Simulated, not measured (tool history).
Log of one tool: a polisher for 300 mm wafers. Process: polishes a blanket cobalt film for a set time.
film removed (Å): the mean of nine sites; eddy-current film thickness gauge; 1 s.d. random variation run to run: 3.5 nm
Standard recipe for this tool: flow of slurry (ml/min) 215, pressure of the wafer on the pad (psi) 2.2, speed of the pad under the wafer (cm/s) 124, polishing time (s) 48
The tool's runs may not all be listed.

run,hour,flow of slurry (ml/min),pressure of the wafer on the pad (psi),speed of the pad under the wafer (cm/s),polishing time (s),"incoming thickness of the incoming film, nm",film removed (Å)
1,0,180,2.2,148,48,1153.2,4357
2,12.4,215,2.2,98,48,1140.5,2824
3,28.9,215,2.2,124,48,1153.8,3555
4,37.5,215,2.2,124,48,1140.4,3580
# hour 51.6: worn pad replaced by a new one
5,52.1,215,2.2,134,57,1129.8,4770
6,59.7,215,2.2,134,57,1146.4,4655
7,69.4,215,2.2,134,57,1144.9,4656
8,83.6,215,2.2,124,48,1161.5,3523
9,98,240,3,86,43,1136.7,2816
# hour 111: worn pad replaced by a new one
10,111.7,215,2.2,124,48,1154.9,3726
11,129.4,165,2.5,86,48,1140.6,2716
12,140.7,250,2.2,124,48,1155.6,3655
13,156.1,180,2.8,124,43,1168,3820
# hour 169.2: head pressure recalibrated
14,169.7,145,2.2,104,63,1152.4,3811
# hour 174.5: slurry nozzle cleaned
# hour 177.2: worn pad replaced by a new one
15,177.7,215,2.2,98,60,1150.6,3671
16,191.4,215,2.2,124,48,1152.5,3682

Run 17 is up next; what results do you expect?
17,232.1,235,2.9,124,48,1133.2,?

Run 17 came out at film removed (Å) 4448.
Without the tool's hidden state the same run would have given film removed (Å) 4703.
